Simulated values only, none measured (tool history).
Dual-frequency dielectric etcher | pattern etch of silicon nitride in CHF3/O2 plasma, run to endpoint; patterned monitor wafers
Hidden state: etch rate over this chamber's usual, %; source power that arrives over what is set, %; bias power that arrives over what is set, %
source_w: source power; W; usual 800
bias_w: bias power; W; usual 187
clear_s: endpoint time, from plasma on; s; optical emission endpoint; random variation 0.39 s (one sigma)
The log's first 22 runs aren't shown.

| run | hour | source_w | bias_w | wafers since the last listed run | hours since the last wet clean | hours since the last source power generator calibration | hours since the last bias power generator calibration | hours since the last upper electrode change | incoming incoming film thickness, nm | clear_s |
|---|---|---|---|---|---|---|---|---|---|---|
| 23 | 574.2 | 710 | 207 | 237 | 369.9 | 232.6 | 2533.9 | 100.7 | 93.6 | 58.7 |
| 24 | 596.2 | 800 | 187 | 230 | 391.9 | 254.6 | 2555.9 | 122.7 | 93.5 | 58.1 |
| 25 | 610.4 | 800 | 187 | 148 | 406.1 | 268.8 | 2570.1 | 136.9 | 93.3 | 57.8 |
| 26 | 632.5 | 800 | 187 | 231 | 428.2 | 290.9 | 2592.2 | 159.0 | 93.3 | 57.9 |
|  | 638.9 | bias power generator calibrated |
| 27 | 647.5 | 800 | 187 | 115 | 443.2 | 305.9 | 8.6 | 174.0 | 93.5 | 58.5 |
| 28 | 670.0 | 800 | 187 | 235 | 465.7 | 328.4 | 31.1 | 196.5 | 93.2 | 57.7 |
| 29 | 685.0 | 800 | 187 | 157 | 480.7 | 343.4 | 46.1 | 211.5 | 93.1 | 58.1 |
| 30 | 718.4 | 970 | 224 | 350 | 514.1 | 376.8 | 79.5 | 244.9 | 93.3 | 49.6 |

Run 31 comes next. What will it give?
| 31 | 753.1 | 800 | 187 | 363 | 548.8 | 411.5 | 114.2 | 279.6 | 93.9 | ? |

Run 31 gave clear_s 58.0 s.
Without the tool's hidden state the same run would have given clear_s 60.1 s.
